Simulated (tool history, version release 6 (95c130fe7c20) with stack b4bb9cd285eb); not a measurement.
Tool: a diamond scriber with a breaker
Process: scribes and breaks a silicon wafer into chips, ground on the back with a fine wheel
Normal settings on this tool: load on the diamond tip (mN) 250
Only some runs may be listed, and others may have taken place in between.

run    hour  load on the diamond tip (mN)  wafers since the last listed run  hours since the diamond tip was replaced  hours since the load on the tip was calibrated  incoming depth of the damage left on the back of the incoming wafer, um  depth of the median crack under the scribed line (nm)  chips rejected at inspection after the break (%)
  1       0                           266                                 0                                     530.7                                            61.1                                                                     2.49                                                   9690                                              3.03
  2    55.6                           250                               288                                     586.3                                           116.7                                                                     2.62                                                   8660                                              5.71
  3   126.2                           216                               366                                     656.9                                           187.3                                                                     1.57                                                   6950                                             21.63
  4   207.4                           272                               422                                     738.1                                           268.5                                                                     2.29                                                   8880                                              3.61
  5   253.1                           272                               237                                     783.8                                           314.2                                                                     2.98                                                   8600                                              6.87
      331.2  -- diamond tip replaced by a new one
  6     334                           272                               410                                       2.8                                           395.1                                                                     2.39                                                   9320                                              2.86
  7   408.4                           207                               386                                      77.2                                           469.5                                                                     2.52                                                   6670                                             31.55
  8   455.1                           270                               242                                     123.9                                           516.2                                                                     1.99                                                   9010                                              2.17
  9   493.2                           270                               198                                       162                                           554.3                                                                     2.19                                                   9280                                              2.46
 10   556.9                           270                               331                                     225.7                                             618                                                                     1.67                                                   8900                                              1.86
      570.6  -- load on the tip recalibrated
 11     652                           209                               483                                     320.8                                            81.4                                                                     2.94                                                   7250                                             23.63
 12   737.5                           250                               444                                     406.3                                           166.9                                                                     1.97                                                   8480                                              3.86
 13     845                           282                               558                                     513.8                                           274.4                                                                     2.45                                                   9470                                              2.63
 14     919                           290                               384                                     587.8                                           348.4                                                                     2.59                                                   9360                                              2.86
 15   990.7                           310                               372                                     659.5                                           420.1                                                                     2.14                                                   9980                                              2.95
 16  1053.3                           178                               325                                     722.1                                           482.7                                                                     2.06                                                   4930                                             70.04
 17  1106.7                           197                               277                                     775.5                                           536.1                                                                     2.32                                                   5610                                             54.15
 18  1148.3                           295                               216                                     817.1                                           577.7                                                                     1.58                                                   8990                                              1.66
     1237.1  -- load on the tip recalibrated
 19    1293                           272                               741                                     961.8                                            55.9                                                                     2.35                                                   8720                                               4.6
     1335.8  -- diamond tip replaced by a new one
 20  1393.8                           177                               513                                        58                                           156.7                                                                        3                                                   5400                                             62.66
 21    1493                           250                               515                                     157.2                                           255.9                                                                      2.1                                                   8200                                              5.98
 22  1549.8                           224                               295                                       214                                           312.7                                                                     1.79                                                   7190                                             19.22
 23  1731.5                           212                               944                                     395.7                                           494.4                                                                     1.51                                                   6460                                             31.57

Forecast each of these 4 alternatives for the next run:
  A  1732                           250                                 2                                     396.2                                           494.9                                                                     1.62                                                      ?                                                 ?
  B  1732                           219                                 2                                     396.2                                           494.9                                                                     1.62                                                      ?                                                 ?
  C  1732                           203                                 2                                     396.2                                           494.9                                                                     1.62                                                      ?                                                 ?
  D  1732                           215                                 2                                     396.2                                           494.9                                                                     1.62                                                      ?                                                 ?

run  depth of the median crack under the scribed line (nm)  chips rejected at inspection after the break (%)
  A                                                   7790                                              9.04
  B                                                   6660                                             26.61
  C                                                   6030                                             40.54
  D                                                   6500                                             29.78
What these runs would have given with no unlogged condition in the tool:
run  depth of the median crack under the scribed line (nm)  chips rejected at inspection after the break (%)
  A                                                   9270                                              1.39
  B                                                   7920                                              7.79
  C                                                   7170                                             17.35
  D                                                   7730                                              9.71
